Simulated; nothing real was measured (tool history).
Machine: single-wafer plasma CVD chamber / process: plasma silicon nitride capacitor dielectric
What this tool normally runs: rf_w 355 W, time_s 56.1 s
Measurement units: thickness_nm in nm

| run | hour | rf_w | time_s | wafers since the last listed run | hours since the last RF generator calibration | hours since the showerhead was replaced | hours since the gauge calibration | read-back reference wafer on the same gauge, thickness_nm | thickness_nm |
|---|---|---|---|---|---|---|---|---|---|
| 1 | 0.0 | 355 | 56.1 | 0 | 55.9 | 3288.3 | 854.9 | 84.010 | 76.084 |
| 2 | 93.7 | 355 | 56.1 | 2045 | 149.6 | 3382.0 | 948.6 | 84.060 | 75.782 |
| 3 | 136.0 | 355 | 53.1 | 923 | 191.9 | 3424.3 | 990.9 | 84.165 | 71.626 |
| 4 | 194.2 | 355 | 56.1 | 1270 | 250.1 | 3482.5 | 1049.1 | 83.823 | 75.681 |
| 5 | 241.4 | 355 | 53.8 | 1030 | 297.3 | 3529.7 | 1096.3 | 84.025 | 72.635 |
|  | 281.9 | gauge calibrated |
| 6 | 287.4 | 355 | 62.6 | 1004 | 343.3 | 3575.7 | 5.5 | 84.036 | 83.509 |
| 7 | 350.7 | 355 | 59.8 | 1381 | 406.6 | 3639.0 | 68.8 | 83.937 | 80.985 |
| 8 | 427.9 | 355 | 59.8 | 1685 | 483.8 | 3716.2 | 146.0 | 83.900 | 80.872 |
| 9 | 611.9 | 335 | 56.1 | 4016 | 667.8 | 3900.2 | 330.0 | 84.015 | 72.479 |
| 10 | 663.3 | 355 | 56.1 | 1122 | 719.2 | 3951.6 | 381.4 | 83.882 | 74.581 |
| 11 | 724.9 | 355 | 56.1 | 1344 | 780.8 | 4013.2 | 443.0 | 84.114 | 74.289 |
| 12 | 767.5 | 355 | 56.1 | 929 | 823.4 | 4055.8 | 485.6 | 83.905 | 74.589 |
| 13 | 841.6 | 355 | 56.1 | 1617 | 897.5 | 4129.9 | 559.7 | 83.785 | 74.657 |
| 14 | 922.9 | 355 | 56.1 | 1774 | 978.8 | 4211.2 | 641.0 | 83.903 | 73.996 |
| 15 | 992.4 | 405 | 50.7 | 1517 | 1048.3 | 4280.7 | 710.5 | 83.886 | 70.871 |
| 16 | 1098.3 | 315 | 52.0 | 2311 | 1154.2 | 4386.6 | 816.4 | 83.704 | 64.804 |
| 17 | 1144.5 | 390 | 47.7 | 1008 | 1200.4 | 4432.8 | 862.6 | 83.909 | 65.216 |
| 18 | 1195.1 | 300 | 62.9 | 1104 | 1251.0 | 4483.4 | 913.2 | 84.040 | 76.357 |
| 19 | 1263.6 | 355 | 56.1 | 1495 | 1319.5 | 4551.9 | 981.7 | 83.953 | 73.073 |
| 20 | 1304.0 | 335 | 49.1 | 881 | 1359.9 | 4592.3 | 1022.1 | 84.039 | 62.264 |
|  | 1308.1 | gauge calibrated |
|  | 1317.5 | RF generator calibrated |
| 21 | 1392.1 | 380 | 64.7 | 1748 | 74.6 | 4680.4 | 84.0 | 83.888 | 90.012 |
| 22 | 1447.6 | 385 | 66.9 | 1211 | 130.1 | 4735.9 | 139.5 | 84.063 | 93.273 |
|  | 1458.9 | showerhead replaced |
| 23 | 1547.3 | 355 | 56.1 | 2001 | 229.8 | 88.4 | 239.2 | 83.913 | 75.537 |
| 24 | 1649.5 | 355 | 50.9 | 2230 | 332.0 | 190.6 | 341.4 | 84.024 | 68.346 |
| 25 | 1737.2 | 330 | 56.1 | 1914 | 419.7 | 278.3 | 429.1 | 83.911 | 73.314 |
| 26 | 1781.7 | 355 | 56.1 | 971 | 464.2 | 322.8 | 473.6 | 83.944 | 75.563 |
| 27 | 1824.4 | 315 | 56.1 | 932 | 506.9 | 365.5 | 516.3 | 83.990 | 70.704 |

Below are 5 alternative next runs, each starting from the tool's condition after run 27. Predict each:
| A | 1824.8 | 355 | 66.5 | 8 | 507.3 | 365.9 | 516.7 | ? | ? |
| B | 1824.8 | 425 | 51.8 | 8 | 507.3 | 365.9 | 516.7 | ? | ? |
| C | 1824.8 | 400 | 56.1 | 8 | 507.3 | 365.9 | 516.7 | ? | ? |
| D | 1824.8 | 355 | 66.3 | 8 | 507.3 | 365.9 | 516.7 | ? | ? |
| E | 1824.8 | 375 | 62.5 | 8 | 507.3 | 365.9 | 516.7 | ? | ? |

| run | read-back reference wafer on the same gauge, thickness_nm | thickness_nm |
|---|---|---|
| A | 83.907 | 88.682 |
| B | 83.907 | 74.446 |
| C | 83.907 | 78.663 |
| D | 83.907 | 88.415 |
| E | 83.907 | 85.316 |
Without the tool's unlogged condition, the same runs would have read:
| run | thickness_nm |
|---|---|
| A | 90.207 |
| B | 75.726 |
| C | 80.017 |
| D | 89.936 |
| E | 86.784 |

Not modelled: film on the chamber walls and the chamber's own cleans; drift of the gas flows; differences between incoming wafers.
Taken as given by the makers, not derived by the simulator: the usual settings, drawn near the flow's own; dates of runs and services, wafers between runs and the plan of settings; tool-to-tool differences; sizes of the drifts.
